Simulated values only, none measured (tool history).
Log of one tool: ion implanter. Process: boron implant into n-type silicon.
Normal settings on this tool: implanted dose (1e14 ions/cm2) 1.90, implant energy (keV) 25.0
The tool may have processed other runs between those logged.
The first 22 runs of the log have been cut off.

| run | hour | implanted dose (1e14 ions/cm2) | implant energy (keV) | wafers since the last listed run | hours since the last dose calibration | hours since the extraction supply was calibrated | hours since the gauge calibration | read-back reference wafer on the same gauge, sheet resistance | sheet resistance of the implanted and annealed layer (ohm/square) |
|---|---|---|---|---|---|---|---|---|---|
| 23 | 1756.0 | 2.22 | 20.0 | 1112 | 2219.8 | 548.2 | 418.0 | 364.80 | 393.93 |
| 24 | 1851.6 | 1.90 | 32.5 | 1831 | 2315.4 | 643.8 | 513.6 | 364.86 | 417.13 |
|  | 1894.3 | Faraday cup replaced and dose calibrated |
| 25 | 1914.6 | 2.23 | 17.0 | 1053 | 20.3 | 706.8 | 576.6 | 365.77 | 409.18 |
| 26 | 1980.2 | 1.90 | 25.0 | 1256 | 85.9 | 772.4 | 642.2 | 365.61 | 441.22 |
| 27 | 2021.2 | 2.47 | 25.0 | 785 | 126.9 | 813.4 | 683.2 | 364.75 | 359.35 |
| 28 | 2081.2 | 1.66 | 18.0 | 1149 | 186.9 | 873.4 | 743.2 | 364.62 | 511.09 |
| 29 | 2181.9 | 1.90 | 31.0 | 1928 | 287.6 | 974.1 | 843.9 | 364.89 | 428.67 |
| 30 | 2260.0 | 1.90 | 25.0 | 1495 | 365.7 | 1052.2 | 922.0 | 365.42 | 438.19 |
| 31 | 2502.7 | 1.90 | 29.0 | 4648 | 608.4 | 1294.9 | 1164.7 | 364.98 | 430.88 |

5 options for the next run, each taken on its own from the tool as it stands now. Forecast them:
| A | 2503.1 | 1.90 | 18.5 | 7 | 608.8 | 1295.3 | 1165.1 | ? | ? |
| B | 2503.1 | 1.90 | 19.5 | 7 | 608.8 | 1295.3 | 1165.1 | ? | ? |
| C | 2503.1 | 2.23 | 27.5 | 7 | 608.8 | 1295.3 | 1165.1 | ? | ? |
| D | 2503.1 | 1.90 | 18.0 | 7 | 608.8 | 1295.3 | 1165.1 | ? | ? |
| E | 2503.1 | 2.23 | 29.0 | 7 | 608.8 | 1295.3 | 1165.1 | ? | ? |

| run | read-back reference wafer on the same gauge, sheet resistance | sheet resistance of the implanted and annealed layer (ohm/square) |
|---|---|---|
| A | 365.24 | 451.72 |
| B | 365.24 | 448.74 |
| C | 365.24 | 378.31 |
| D | 365.24 | 453.29 |
| E | 365.24 | 375.98 |
With the hidden condition removed and each run's random variation left untouched, the same runs would have given:
| run | sheet resistance of the implanted and annealed layer (ohm/square) |
|---|---|
| A | 462.31 |
| B | 459.22 |
| C | 386.96 |
| D | 463.93 |
| E | 384.53 |

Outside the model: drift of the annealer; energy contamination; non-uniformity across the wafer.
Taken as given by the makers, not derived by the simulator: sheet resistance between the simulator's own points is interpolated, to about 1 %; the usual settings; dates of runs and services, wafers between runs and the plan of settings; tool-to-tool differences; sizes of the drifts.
